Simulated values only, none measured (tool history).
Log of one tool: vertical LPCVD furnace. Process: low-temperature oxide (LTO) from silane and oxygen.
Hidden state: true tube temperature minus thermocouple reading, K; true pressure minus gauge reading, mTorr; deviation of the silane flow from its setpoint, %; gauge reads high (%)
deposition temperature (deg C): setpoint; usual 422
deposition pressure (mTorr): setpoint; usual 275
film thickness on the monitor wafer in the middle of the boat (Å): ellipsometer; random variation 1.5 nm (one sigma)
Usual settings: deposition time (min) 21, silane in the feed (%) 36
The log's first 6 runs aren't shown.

run	hour	deposition temperature (deg C)	deposition pressure (mTorr)	deposition time (min)	silane in the feed (%)	wafers since the last listed run	hours since the last temperature calibration	hours since the pressure gauge was zeroed	hours since the silane flow controller was replaced	hours since the gauge calibration	read-back reference wafer on the same gauge, thickness	film thickness on the monitor wafer in the middle of the boat (Å)
7	324.9	418	275	21	36	1125	1562.3	5386.7	2869.7	73.1	253.79	2407.5
# hour 375.9: pressure gauge zeroed
8	394.7	418	275	21	36	807	1632.1	18.8	2939.5	142.9	254.48	2415.8
9	428.3	418	275	21	36	592	1665.7	52.4	2973.1	176.5	254.03	2403.3
10	456.3	411	300	21	36	493	1693.7	80.4	3001.1	204.5	253.72	2442.5
11	523.5	422	275	21	36	1185	1760.9	147.6	3068.3	271.7	253.96	2530.8
# hour 604.9: thermocouples replaced and temperature profile calibrated
12	605.4	433	275	21	29	1021	0.5	229.5	3150.2	353.6	253.42	2120.1
13	619.0	422	250	13	42	239	14.1	243.1	3163.8	367.2	253.60	1693.5
14	654.4	415	275	21	36	624	49.5	278.5	3199.2	402.6	253.97	2354.2
15	711.2	426	275	21	38	1001	106.3	335.3	3256.0	459.4	253.89	2800.8
16	735.8	422	275	21	36	433	130.9	359.9	3280.6	484.0	253.67	2518.3

Forecast run 17:
17	772.7	422	325	21	36	650	167.8	396.8	3317.5	520.9	?	?

Run 17 gave read-back reference wafer on the same gauge, thickness 254.33, film thickness on the monitor wafer in the middle of the boat (Å) 2977.5.
Without the tool's hidden state the same run would have given film thickness on the monitor wafer in the middle of the boat (Å) 2977.5.
